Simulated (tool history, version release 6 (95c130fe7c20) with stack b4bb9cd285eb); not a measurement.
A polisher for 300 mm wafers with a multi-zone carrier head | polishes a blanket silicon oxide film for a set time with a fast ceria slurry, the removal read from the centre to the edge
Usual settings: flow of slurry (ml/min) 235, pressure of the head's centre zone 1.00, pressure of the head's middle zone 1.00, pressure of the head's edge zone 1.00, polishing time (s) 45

run,hour,flow of slurry (ml/min),pressure of the head's centre zone,pressure of the head's middle zone,pressure of the head's edge zone,polishing time (s),"incoming thickness of the incoming film, nm",film removed at the wafer's centre (nm),film removed at mid-radius (nm),film removed at the wafer's edge (nm)
1,0.0,235,1.00,1.00,1.00,45,2867.5,974.9,989.0,994.6
2,6.5,235,1.00,1.00,1.00,45,2866.8,995.1,982.7,990.8
3,23.9,235,1.00,1.00,1.00,45,2816.5,972.2,982.9,1013.8
4,36.2,235,1.00,1.00,1.00,45,2931.4,989.2,982.2,987.2
5,45.7,235,1.00,1.00,1.00,45,2909.6,975.1,984.1,988.7
# hour 59.5: worn pad replaced by a new one
6,60.0,235,1.00,0.91,0.93,45,2853.4,978.3,913.7,968.0
7,65.6,235,1.00,0.91,0.93,45,2895.7,984.2,924.1,967.1
# hour 72.1: slurry nozzle cleaned
8,74.0,235,1.00,0.91,0.93,45,2882.3,1061.6,1005.0,1015.2
9,89.0,235,1.00,1.00,1.00,45,2899.9,1071.4,1054.2,1056.3
10,97.4,235,1.00,1.00,1.00,45,2843.9,1045.1,1058.1,1048.1
11,106.1,235,1.00,1.00,1.00,45,2930.6,1048.3,1049.5,1037.5
12,119.4,275,1.00,1.05,1.00,45,2886.0,1065.3,1084.1,1051.6
13,127.3,270,1.00,1.04,1.00,45,2872.1,1071.3,1101.6,1050.9
14,134.1,235,1.00,1.08,1.00,45,2863.4,1030.3,1081.9,1020.9
# hour 136.3: edge zone pressure recalibrated
# hour 149.4: carrier head's membrane replaced by a new one
15,149.9,235,1.00,1.00,1.00,45,2917.2,1029.5,1031.0,1040.4
# hour 159.4: centre zone pressure recalibrated
# hour 166.1: worn pad replaced by a new one
16,166.6,235,1.00,1.00,1.00,58,2862.3,1306.8,1301.6,1321.3
17,179.1,235,0.88,1.00,0.97,45,2898.4,899.8,1012.3,1008.4
18,193.6,235,1.00,1.00,1.07,45,2924.8,991.9,1017.5,1043.9
19,206.3,235,0.90,1.00,1.00,57,2850.2,1173.8,1275.3,1276.1
20,217.1,235,1.00,1.00,1.12,53,2896.9,1164.2,1185.8,1245.2
21,233.5,235,0.91,0.95,1.04,39,2886.2,791.7,830.1,887.2

Hidden state or all else? Some run-to-run changes of film removed at the wafer's centre (nm), split into what the settings, what came in and random variation would give without the hidden state, and what is left for the hidden state (with any gauge scatter that isn't in both results):
The hidden state here: removal rate lost through wear of the pad, %; slurry flow missing at the pad, %; deviation of the centre zone's pressure from its setpoint, %; deviation of the edge zone's pressure from its setpoint, %.
Run 7 -> 8: slurry nozzle cleaned. film removed at the wafer's centre (nm) +77.4: hidden state +93.3, all else -15.9.
Run 16 -> 17: pressure of the head's centre zone 1.00 -> 0.88, pressure of the head's edge zone 1.00 -> 0.97, polishing time (s) 58 -> 45. film removed at the wafer's centre (nm) -407.0: hidden state +19.1, all else -426.1.
Run 20 -> 21: pressure of the head's centre zone 1.00 -> 0.91, pressure of the head's middle zone 1.00 -> 0.95, pressure of the head's edge zone 1.12 -> 1.04, polishing time (s) 53 -> 39. film removed at the wafer's centre (nm) -372.5: hidden state +25.8, all else -398.3.
